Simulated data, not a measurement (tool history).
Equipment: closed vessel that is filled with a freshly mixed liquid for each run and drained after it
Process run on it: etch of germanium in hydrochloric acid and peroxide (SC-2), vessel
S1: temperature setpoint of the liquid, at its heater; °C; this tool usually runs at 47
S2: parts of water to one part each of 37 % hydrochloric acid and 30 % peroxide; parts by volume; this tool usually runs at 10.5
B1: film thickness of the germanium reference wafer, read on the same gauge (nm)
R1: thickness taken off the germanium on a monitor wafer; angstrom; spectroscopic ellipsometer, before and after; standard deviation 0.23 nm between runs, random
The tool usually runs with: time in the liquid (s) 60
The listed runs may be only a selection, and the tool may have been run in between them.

Run 1, hour 0: usual settings; B1 70.02. Result: R1 1027.7 angstrom.
Run 2, hour 7.9: usual settings; B1 69.99. Result: R1 1027.1 angstrom.
Run 3, hour 25.8: usual settings; B1 69.99. Result: R1 1028.2 angstrom.
Run 4, hour 41.7: usual settings; B1 69.97. Result: R1 1030.3 angstrom.
Run 5, hour 49.9: usual settings; B1 69.98. Result: R1 1025.3 angstrom.
Run 6, hour 57.5: usual settings but S2 8 parts by volume; B1 69.97. Result: R1 1049.4 angstrom.
Run 7, hour 65.1: usual settings but S2 8 parts by volume; B1 70.02. Result: R1 1050.5 angstrom.
Run 8, hour 80.8: usual settings but S2 9 parts by volume; B1 70.01. Result: R1 1039.9 angstrom.
Run 9, hour 87.1: usual settings but S2 9 parts by volume; B1 70. Result: R1 1035.4 angstrom.
Run 10, hour 103.1: usual settings but S2 9 parts by volume; B1 70.05. Result: R1 1040.2 angstrom.
Run 11, hour 120.3: usual settings but S2 7.5 parts by volume; B1 70.01. Result: R1 1048.6 angstrom.
Run 12, hour 135.1: usual settings but S1 40 °C; B1 70.01. Result: R1 811.7 angstrom.
At hour 149.6: gauge calibrated.
Run 13, hour 151.9: usual settings but S1 53 °C; B1 69.99. Result: R1 1242.1 angstrom.
Run 14, hour 161.5: usual settings but time in the liquid (s) 50; B1 69.99. Result: R1 851.1 angstrom.
At hour 165.1: thermometer replaced.
Run 15, hour 179.4: usual settings; B1 70. Result: R1 1112.1 angstrom.
Run 16, hour 195.6: usual settings; B1 69.99. Result: R1 1110.2 angstrom.
At hour 212.8: new drum of peroxide connected.
Run 17, hour 213.3: usual settings but S1 43 °C, S2 13 parts by volume; B1 70. Result: R1 951.6 angstrom.
Run 18, hour 219: usual settings but S1 54.5 °C, S2 7 parts by volume; B1 69.99. Result: R1 1456.4 angstrom.
Run 19, hour 228.9: usual settings; B1 70.01. Result: R1 1108.1 angstrom.
Run 20, hour 236: usual settings but S1 37 °C, S2 6 parts by volume, time in the liquid (s) 75; B1 70.02. Result: R1 1024.1 angstrom.
Run 21, hour 249.2: usual settings; B1 70. Result: R1 1108.1 angstrom.
At hour 261.1: chemicals flow meter replaced.
Run 22, hour 262.9: usual settings but S2 6 parts by volume, time in the liquid (s) 30; B1 70.01. Result: R1 574.4 angstrom.
Run 23, hour 275: usual settings but S1 39.5 °C, S2 6 parts by volume, time in the liquid (s) 90; B1 69.98. Result: R1 1340.9 angstrom.
Run 24, hour 291.2: usual settings but S1 44 °C; B1 69.99. Result: R1 1002.6 angstrom.
Run 25, hour 344.7: usual settings but S1 41.5 °C, S2 6 parts by volume; B1 69.96. Result: R1 953.4 angstrom.
Run 26, hour 359.8: usual settings; B1 70.03. Result: R1 1102.6 angstrom.
Run 27, hour 376.7: usual settings; B1 69.97. Result: R1 1104.4 angstrom.

Alternative continuations, all from the tool just after run 27; predict every row:
Run A, hour 377.4: usual settings; B1 ?. Result: R1 ?.
Run B, hour 377.4: usual settings but S1 44 °C, S2 14.5 parts by volume, time in the liquid (s) 40; B1 ?. Result: R1 ?.
Run C, hour 377.4: usual settings but time in the liquid (s) 85; B1 ?. Result: R1 ?.

run     B1      R1
  A  70.02  1106.2
  B  70.02   645.1
  C  70.02  1567.1
Had the tool no hidden state, the same runs would have come out as:
run      R1
  A  1123.7
  B   655.4
  C  1591.9

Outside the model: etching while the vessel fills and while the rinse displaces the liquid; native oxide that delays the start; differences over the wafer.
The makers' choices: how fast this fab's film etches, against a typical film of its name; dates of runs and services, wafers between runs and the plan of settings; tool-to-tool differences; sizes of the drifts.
